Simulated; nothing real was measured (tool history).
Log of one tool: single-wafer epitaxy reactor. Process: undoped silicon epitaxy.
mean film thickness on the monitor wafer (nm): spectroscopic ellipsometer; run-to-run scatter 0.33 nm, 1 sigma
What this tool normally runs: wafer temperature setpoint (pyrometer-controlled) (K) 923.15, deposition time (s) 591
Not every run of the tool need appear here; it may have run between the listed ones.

run	hour	wafer temperature setpoint (pyrometer-controlled) (K)	deposition time (s)	wafers since the last listed run	hours since the last pyrometer calibration	hours since the gauge calibration	read-back reference wafer on the same gauge, thickness_nm	mean film thickness on the monitor wafer (nm)
1	0.0	927.15	591	0	1584.3	463.9	112.221	93.645
2	18.0	923.15	591	63	1602.3	481.9	112.357	84.717
3	34.1	923.15	591	57	1618.4	498.0	112.284	84.356
4	45.5	923.15	591	40	1629.8	509.4	112.258	85.014
5	57.1	916.15	591	41	1641.4	521.0	112.244	70.598
6	69.7	916.15	591	44	1654.0	533.6	112.328	70.626
7	87.2	923.15	519	62	1671.5	551.1	112.301	73.823
8	98.4	923.15	519	39	1682.7	562.3	112.356	73.763
9	110.9	923.15	519	44	1695.2	574.8	112.335	74.158
10	128.7	929.15	591	63	1713.0	592.6	112.235	97.586
11	146.4	929.15	591	62	1730.7	610.3	112.393	98.328
12	153.7	923.15	591	25	1738.0	617.6	112.362	84.861
# hour 154.8: gauge calibrated
13	170.5	916.15	642	59	1754.8	15.7	112.402	77.042
# hour 184.3: pyrometer calibrated
14	184.8	916.15	642	22	0.5	30.0	112.277	85.698
15	198.8	923.15	663	49	14.5	44.0	112.292	105.700
16	209.0	923.15	663	36	24.7	54.2	112.351	104.268
17	217.7	923.15	591	30	33.4	62.9	112.294	93.587
18	233.1	923.15	591	54	48.8	78.3	112.316	93.174
19	248.1	923.15	591	53	63.8	93.3	112.298	93.133
20	263.4	923.15	674	54	79.1	108.6	112.375	106.187
21	293.4	930.15	591	106	109.1	138.6	112.325	109.515
22	307.6	923.15	591	50	123.3	152.8	112.249	91.705
23	315.5	927.15	693	28	131.2	160.7	112.330	118.602
24	323.8	923.15	591	29	139.5	169.0	112.316	91.379
25	337.5	927.15	591	48	153.2	182.7	112.325	100.465
26	353.0	932.15	509	55	168.7	198.2	112.384	98.379
27	366.5	930.15	556	47	182.2	211.7	112.213	101.299
28	376.3	934.15	591	34	192.0	221.5	112.184	118.550
29	390.7	923.15	591	51	206.4	235.9	112.373	90.387
30	399.5	923.15	591	31	215.2	244.7	112.341	90.014
31	417.4	916.15	591	63	233.1	262.6	112.291	75.639
32	434.4	923.15	591	60	250.1	279.6	112.361	90.272
33	446.6	933.15	681	43	262.3	291.8	112.322	132.394
34	452.8	936.15	591	22	268.5	298.0	112.215	122.120
35	468.8	914.15	503	56	284.5	314.0	112.292	60.294

The next listed run, before its measurement:
36	475.3	923.15	591	23	291.0	320.5	?	?

read-back reference wafer on the same gauge, thickness_nm: 112.278
mean film thickness on the monitor wafer (nm): 89.385
With the hidden condition absent and the run-to-run variation left alone, this run would have shown mean film thickness on the monitor wafer (nm) 96.631.
